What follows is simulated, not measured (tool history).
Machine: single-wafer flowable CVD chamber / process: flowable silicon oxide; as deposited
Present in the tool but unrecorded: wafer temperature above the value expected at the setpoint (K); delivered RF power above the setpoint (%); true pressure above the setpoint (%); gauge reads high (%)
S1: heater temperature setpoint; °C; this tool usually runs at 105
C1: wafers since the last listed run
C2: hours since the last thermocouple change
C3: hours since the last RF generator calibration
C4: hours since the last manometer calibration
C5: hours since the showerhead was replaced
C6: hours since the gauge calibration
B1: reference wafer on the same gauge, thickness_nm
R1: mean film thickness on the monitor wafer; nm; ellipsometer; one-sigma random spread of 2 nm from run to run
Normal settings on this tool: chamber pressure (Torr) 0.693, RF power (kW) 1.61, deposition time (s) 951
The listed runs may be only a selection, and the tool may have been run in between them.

run 1 hour=0 | S1=105 chamber_pressure_(Torr)=0.693 RF_power_(kW)=1.61 deposition_time_(s)=951 | C1=0 C2=587.6 C3=614.3 C4=1726.3 C5=2080.4 C6=238.8 | B1=311.325 | R1=329.796
run 2 hour=82.9 | S1=105 chamber_pressure_(Torr)=0.693 RF_power_(kW)=1.61 deposition_time_(s)=951 | C1=201 C2=670.5 C3=697.2 C4=1809.2 C5=2163.3 C6=321.7 | B1=310.754 | R1=332.404
run 3 hour=99.2 | S1=111 chamber_pressure_(Torr)=0.806 RF_power_(kW)=1.61 deposition_time_(s)=951 | C1=39 C2=686.8 C3=713.5 C4=1825.5 C5=2179.6 C6=338 | B1=311.481 | R1=307.865
run 4 hour=126.4 | S1=111 chamber_pressure_(Torr)=0.806 RF_power_(kW)=1.61 deposition_time_(s)=951 | C1=66 C2=714 C3=740.7 C4=1852.7 C5=2206.8 C6=365.2 | B1=311.313 | R1=306.212
run 5 hour=162 | S1=111 chamber_pressure_(Torr)=0.806 RF_power_(kW)=1.61 deposition_time_(s)=951 | C1=86 C2=749.6 C3=776.3 C4=1888.3 C5=2242.4 C6=400.8 | B1=311.395 | R1=307.269
run 6 hour=246.2 | S1=105 chamber_pressure_(Torr)=0.693 RF_power_(kW)=1.61 deposition_time_(s)=951 | C1=204 C2=833.8 C3=860.5 C4=1972.5 C5=2326.6 C6=485 | B1=310.753 | R1=330.632
run 7 hour=271.5 | S1=105 chamber_pressure_(Torr)=0.693 RF_power_(kW)=1.61 deposition_time_(s)=951 | C1=61 C2=859.1 C3=885.8 C4=1997.8 C5=2351.9 C6=510.3 | B1=311.013 | R1=328.775
-- hour=285.2 capacitance manometer re-zeroed and calibrated
run 8 hour=285.7 | S1=105 chamber_pressure_(Torr)=0.693 RF_power_(kW)=1.61 deposition_time_(s)=951 | C1=15 C2=873.3 C3=900 C4=0.5 C5=2366.1 C6=524.5 | B1=311.012 | R1=331.888
run 9 hour=301.6 | S1=105 chamber_pressure_(Torr)=0.693 RF_power_(kW)=1.61 deposition_time_(s)=951 | C1=38 C2=889.2 C3=915.9 C4=16.4 C5=2382 C6=540.4 | B1=310.836 | R1=326.53
-- hour=317.9 gauge calibrated
run 10 hour=320.1 | S1=105 chamber_pressure_(Torr)=0.693 RF_power_(kW)=1.61 deposition_time_(s)=951 | C1=44 C2=907.7 C3=934.4 C4=34.9 C5=2400.5 C6=2.2 | B1=311.119 | R1=324.897
run 11 hour=352.2 | S1=105 chamber_pressure_(Torr)=0.575 RF_power_(kW)=1.515 deposition_time_(s)=951 | C1=77 C2=939.8 C3=966.5 C4=67 C5=2432.6 C6=34.3 | B1=311.213 | R1=271.023
-- hour=364.5 RF generator calibrated
-- hour=372.7 thermocouple changed; heater temperature recalibrated
run 12 hour=373.2 | S1=105 chamber_pressure_(Torr)=0.575 RF_power_(kW)=1.515 deposition_time_(s)=951 | C1=12 C2=0.5 C3=8.7 C4=88 C5=2453.6 C6=55.3 | B1=310.643 | R1=265.609
run 13 hour=381.9 | S1=100 chamber_pressure_(Torr)=0.623 RF_power_(kW)=1.89 deposition_time_(s)=1051 | C1=21 C2=9.2 C3=17.4 C4=96.7 C5=2462.3 C6=64 | B1=310.858 | R1=394.521
run 14 hour=395 | S1=117 chamber_pressure_(Torr)=0.54 RF_power_(kW)=1.77 deposition_time_(s)=1118 | C1=31 C2=22.3 C3=30.5 C4=109.8 C5=2475.4 C6=77.1 | B1=310.661 | R1=195.613
run 15 hour=415.7 | S1=97 chamber_pressure_(Torr)=0.841 RF_power_(kW)=1.61 deposition_time_(s)=1099 | C1=50 C2=43 C3=51.2 C4=130.5 C5=2496.1 C6=97.8 | B1=310.733 | R1=612.173
-- hour=462.5 showerhead replaced
run 16 hour=509.9 | S1=105 chamber_pressure_(Torr)=0.575 RF_power_(kW)=1.515 deposition_time_(s)=951 | C1=209 C2=137.2 C3=145.4 C4=224.7 C5=47.4 C6=192 | B1=311.096 | R1=265.091
-- hour=574.5 thermocouple changed; heater temperature recalibrated, repeated, since the last time left the tool worse
run 17 hour=585 | S1=99 chamber_pressure_(Torr)=0.693 RF_power_(kW)=1.785 deposition_time_(s)=827 | C1=162 C2=10.5 C3=220.5 C4=299.8 C5=122.5 C6=267.1 | B1=311.013 | R1=375.531
run 18 hour=604.7 | S1=105 chamber_pressure_(Torr)=0.818 RF_power_(kW)=1.81 deposition_time_(s)=863 | C1=47 C2=30.2 C3=240.2 C4=319.5 C5=142.2 C6=286.8 | B1=310.845 | R1=371.953
run 19 hour=638.8 | S1=91 chamber_pressure_(Torr)=0.693 RF_power_(kW)=1.74 deposition_time_(s)=766 | C1=82 C2=64.3 C3=274.3 C4=353.6 C5=176.3 C6=320.9 | B1=310.984 | R1=469.57
run 20 hour=659 | S1=105 chamber_pressure_(Torr)=0.693 RF_power_(kW)=1.855 deposition_time_(s)=863 | C1=49 C2=84.5 C3=294.5 C4=373.8 C5=196.5 C6=341.1 | B1=311.059 | R1=311.298
run 21 hour=682.8 | S1=105 chamber_pressure_(Torr)=0.744 RF_power_(kW)=1.715 deposition_time_(s)=866 | C1=57 C2=108.3 C3=318.3 C4=397.6 C5=220.3 C6=364.9 | B1=310.813 | R1=333.435
run 22 hour=704.1 | S1=119 chamber_pressure_(Torr)=0.83 RF_power_(kW)=1.705 deposition_time_(s)=804 | C1=51 C2=129.6 C3=339.6 C4=418.9 C5=241.6 C6=386.2 | B1=311.511 | R1=211.944
run 23 hour=722.6 | S1=105 chamber_pressure_(Torr)=0.577 RF_power_(kW)=1.44 deposition_time_(s)=951 | C1=44 C2=148.1 C3=358.1 C4=437.4 C5=260.1 C6=404.7 | B1=311.052 | R1=278.731
run 24 hour=738 | S1=105 chamber_pressure_(Torr)=0.693 RF_power_(kW)=1.61 deposition_time_(s)=951 | C1=37 C2=163.5 C3=373.5 C4=452.8 C5=275.5 C6=420.1 | B1=310.985 | R1=339.17
run 25 hour=756.4 | S1=105 chamber_pressure_(Torr)=0.693 RF_power_(kW)=1.61 deposition_time_(s)=951 | C1=44 C2=181.9 C3=391.9 C4=471.2 C5=293.9 C6=438.5 | B1=310.598 | R1=340.872
run 26 hour=783.1 | S1=105 chamber_pressure_(Torr)=0.603 RF_power_(kW)=1.61 deposition_time_(s)=1001 | C1=64 C2=208.6 C3=418.6 C4=497.9 C5=320.6 C6=465.2 | B1=310.854 | R1=311.602
run 27 hour=810.1 | S1=111 chamber_pressure_(Torr)=0.751 RF_power_(kW)=1.3 deposition_time_(s)=782 | C1=65 C2=235.6 C3=445.6 C4=524.9 C5=347.6 C6=492.2 | B1=311.055 | R1=232.211

Alternative continuations, all from the tool just after run 27; predict every row:
run A hour=810.8 | S1=119 chamber_pressure_(Torr)=0.693 RF_power_(kW)=1.61 deposition_time_(s)=951 | C1=1 C2=236.3 C3=446.3 C4=525.6 C5=348.3 C6=492.9 | B1=? | R1=?
run B hour=810.8 | S1=94 chamber_pressure_(Torr)=0.816 RF_power_(kW)=1.785 deposition_time_(s)=951 | C1=1 C2=236.3 C3=446.3 C4=525.6 C5=348.3 C6=492.9 | B1=? | R1=?
run C hour=810.8 | S1=97 chamber_pressure_(Torr)=0.831 RF_power_(kW)=1.375 deposition_time_(s)=892 | C1=1 C2=236.3 C3=446.3 C4=525.6 C5=348.3 C6=492.9 | B1=? | R1=?
run D hour=810.8 | S1=95 chamber_pressure_(Torr)=0.693 RF_power_(kW)=1.61 deposition_time_(s)=951 | C1=1 C2=236.3 C3=446.3 C4=525.6 C5=348.3 C6=492.9 | B1=? | R1=?
run E hour=810.8 | S1=105 chamber_pressure_(Torr)=0.855 RF_power_(kW)=1.61 deposition_time_(s)=951 | C1=1 C2=236.3 C3=446.3 C4=525.6 C5=348.3 C6=492.9 | B1=? | R1=?

run=A B1=311.128 R1=207.224
run=B B1=311.128 R1=619.556
run=C B1=311.128 R1=507.591
run=D B1=311.128 R1=498.747
run=E B1=311.128 R1=421.326
Without the tool's hidden state the same runs would have given:
run=A R1=206.755
run=B R1=617.82
run=C R1=506.195
run=D R1=497.359
run=E R1=420.156

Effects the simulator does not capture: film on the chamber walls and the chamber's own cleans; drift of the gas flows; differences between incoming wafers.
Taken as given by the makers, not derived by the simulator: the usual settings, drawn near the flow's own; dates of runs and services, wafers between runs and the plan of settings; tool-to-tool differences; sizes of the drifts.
